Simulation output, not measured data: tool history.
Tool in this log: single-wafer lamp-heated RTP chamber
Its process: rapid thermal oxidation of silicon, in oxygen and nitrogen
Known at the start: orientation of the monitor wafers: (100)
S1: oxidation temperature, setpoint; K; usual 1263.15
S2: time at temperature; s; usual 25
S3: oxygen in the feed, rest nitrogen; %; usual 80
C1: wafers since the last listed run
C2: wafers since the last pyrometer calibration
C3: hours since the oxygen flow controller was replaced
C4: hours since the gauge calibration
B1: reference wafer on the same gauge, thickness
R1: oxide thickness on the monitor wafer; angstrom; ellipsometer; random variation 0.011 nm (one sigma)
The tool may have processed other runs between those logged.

run	hour	S1	S2	S3	C1	C2	C3	C4	B1	R1
1	0	1263.15	25	80	0	1040	4186.8	379.7	4.19	39.36
2	45.5	1263.15	25	80	500	1540	4232.3	425.2	4.19	39.69
3	96	1263.15	25	80	555	2095	4282.8	475.7	4.192	39.69
4	146.3	1263.15	25	80	552	2648	4333.1	526	4.191	40.08
# hour 193.3: pyrometer window cleaned and pyrometer calibrated
5	196.6	1282.15	33	80	465	36	4383.4	576.3	4.19	49.52
# hour 212.8: gauge calibrated
6	268.4	1282.15	33	80	789	825	4455.2	55.6	4.189	49.71
7	326.5	1282.15	33	80	638	1464	4513.3	113.7	4.188	50
8	374	1263.15	32	58	522	1986	4560.8	161.2	4.191	39.54
9	412.8	1263.15	32	58	426	2413	4599.6	200	4.189	39.68
# hour 459.2: pyrometer window cleaned and pyrometer calibrated
10	460.5	1263.15	25	80	436	13	4647.3	247.7	4.191	39.13
11	486.5	1263.15	25	80	285	299	4673.3	273.7	4.19	39.13
12	541.5	1263.15	25	80	604	904	4728.3	328.7	4.187	39.14
13	597.3	1263.15	37	90	613	1517	4784.1	384.5	4.191	47.9
14	632.4	1245.15	18	68	385	1903	4819.2	419.6	4.189	30.76
15	777.5	1263.15	25	80	1595	3498	4964.3	564.7	4.191	40.85
# hour 796.8: pyrometer window cleaned and pyrometer calibrated
# hour 799.1: gauge calibrated
16	837.2	1282.15	33	80	568	443	5024	38.1	4.192	49.45
17	879.3	1273.15	32	66	462	906	5066.1	80.2	4.188	43.38
18	920.1	1233.15	25	58	448	1355	5106.9	121	4.188	30.57
# hour 947.1: oxygen flow controller replaced
19	964.3	1263.15	25	80	397	1753	17.2	165.2	4.19	39.51
20	1015.3	1271.15	36	62	560	2313	68.2	216.2	4.192	44.59
21	1062.6	1275.15	25	89	520	2833	115.5	263.5	4.189	44.82
22	1103.1	1263.15	32	58	445	3279	156	304	4.187	40.54
# hour 1136.7: pyrometer window cleaned and pyrometer calibrated
23	1144.5	1285.15	25	80	367	85	197.4	345.4	4.192	45.12
24	1204.7	1239.15	25	95	661	747	257.6	405.6	4.189	35.59
25	1256.5	1263.15	25	80	569	1316	309.4	457.4	4.189	39.42

Predict each of these 5 candidate next runs independently; none follows another, all start after run 25:
A	1257	1263.15	25	64	5	1322	309.9	457.9	?	?
B	1257	1284.15	14	60	5	1322	309.9	457.9	?	?
C	1257	1263.15	25	66	5	1322	309.9	457.9	?	?
D	1257	1271.15	14	80	5	1322	309.9	457.9	?	?
E	1257	1276.15	25	80	5	1322	309.9	457.9	?	?

run	B1	R1
A	4.19	37.02
B	4.19	33.79
C	4.19	37.34
D	4.19	33.89
E	4.19	42.93
Take away the tool's hidden state, keep each run's random variation, and the runs would have read:
run	R1
A	36.73
B	33.55
C	37.04
D	33.64
E	42.56

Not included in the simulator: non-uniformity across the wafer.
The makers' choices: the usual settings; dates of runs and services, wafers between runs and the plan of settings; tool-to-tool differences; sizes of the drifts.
